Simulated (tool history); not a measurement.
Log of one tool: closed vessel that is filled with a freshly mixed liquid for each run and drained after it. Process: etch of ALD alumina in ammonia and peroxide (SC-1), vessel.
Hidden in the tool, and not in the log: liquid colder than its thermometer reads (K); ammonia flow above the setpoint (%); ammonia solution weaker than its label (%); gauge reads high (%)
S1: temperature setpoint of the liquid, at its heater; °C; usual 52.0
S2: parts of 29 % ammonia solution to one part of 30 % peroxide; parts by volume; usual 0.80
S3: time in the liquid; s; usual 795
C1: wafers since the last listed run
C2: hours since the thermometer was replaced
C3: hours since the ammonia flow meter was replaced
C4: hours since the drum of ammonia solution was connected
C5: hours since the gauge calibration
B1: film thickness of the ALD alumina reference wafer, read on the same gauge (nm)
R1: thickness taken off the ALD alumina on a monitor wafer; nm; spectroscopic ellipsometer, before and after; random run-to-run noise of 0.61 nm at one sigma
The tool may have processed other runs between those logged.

run 1 day=0.000 | S1=48.0 S2=0.80 S3=795 | C1=0 C2=1840.6 C3=522.3 C4=200.8 C5=387.6 | B1=70.00 | R1=42.42
run 2 day=2.842 | S1=48.0 S2=0.80 S3=795 | C1=3501 C2=1908.8 C3=590.5 C4=269.0 C5=455.8 | B1=70.01 | R1=42.99
run 3 day=4.896 | S1=52.0 S2=0.80 S3=1045 | C1=2531 C2=1958.1 C3=639.8 C4=318.3 C5=505.1 | B1=70.02 | R1=68.92
run 4 day=6.758 | S1=52.0 S2=0.80 S3=1045 | C1=2294 C2=2002.8 C3=684.5 C4=363.0 C5=549.8 | B1=70.01 | R1=70.10
-- day=7.579 new drum of ammonia solution connected
run 5 day=8.171 | S1=52.0 S2=0.80 S3=1045 | C1=1689 C2=2036.7 C3=718.4 C4=14.2 C5=583.7 | B1=69.99 | R1=69.13
run 6 day=9.658 | S1=52.0 S2=0.80 S3=545 | C1=1832 C2=2072.4 C3=754.1 C4=49.9 C5=619.4 | B1=70.00 | R1=36.38
-- day=11.017 thermometer replaced
run 7 day=12.650 | S1=52.0 S2=0.80 S3=545 | C1=3634 C2=39.2 C3=825.9 C4=121.7 C5=691.2 | B1=69.97 | R1=42.55
-- day=14.742 ammonia flow meter replaced
run 8 day=15.367 | S1=52.0 S2=0.80 S3=545 | C1=3296 C2=104.4 C3=15.0 C4=186.9 C5=756.4 | B1=69.97 | R1=41.15
run 9 day=16.488 | S1=52.0 S2=0.80 S3=795 | C1=1381 C2=131.3 C3=41.9 C4=213.8 C5=783.3 | B1=70.02 | R1=61.45
run 10 day=17.662 | S1=52.0 S2=1.05 S3=795 | C1=1447 C2=159.5 C3=70.1 C4=242.0 C5=811.5 | B1=70.01 | R1=62.44
run 11 day=19.062 | S1=52.0 S2=0.65 S3=570 | C1=1725 C2=193.1 C3=103.7 C4=275.6 C5=845.1 | B1=69.98 | R1=42.50
run 12 day=21.229 | S1=48.5 S2=0.65 S3=395 | C1=2669 C2=245.1 C3=155.7 C4=327.6 C5=897.1 | B1=70.01 | R1=24.00
run 13 day=23.388 | S1=52.0 S2=0.80 S3=515 | C1=2659 C2=296.9 C3=207.5 C4=379.4 C5=948.9 | B1=70.02 | R1=38.99

Run 14 is up next; what results do you expect?
-- day=23.767 gauge calibrated
-- day=23.867 new drum of ammonia solution connected
run 14 day=25.133 | S1=52.0 S2=0.80 S3=795 | C1=2099 C2=338.8 C3=249.4 C4=30.4 C5=32.8 | B1=? | R1=?

{"run 14": {"B1": 70.0, "R1": 59.05}}
Were there no unlogged condition in the tool, this run, its random variation unchanged, would have produced R1 60.87 nm.
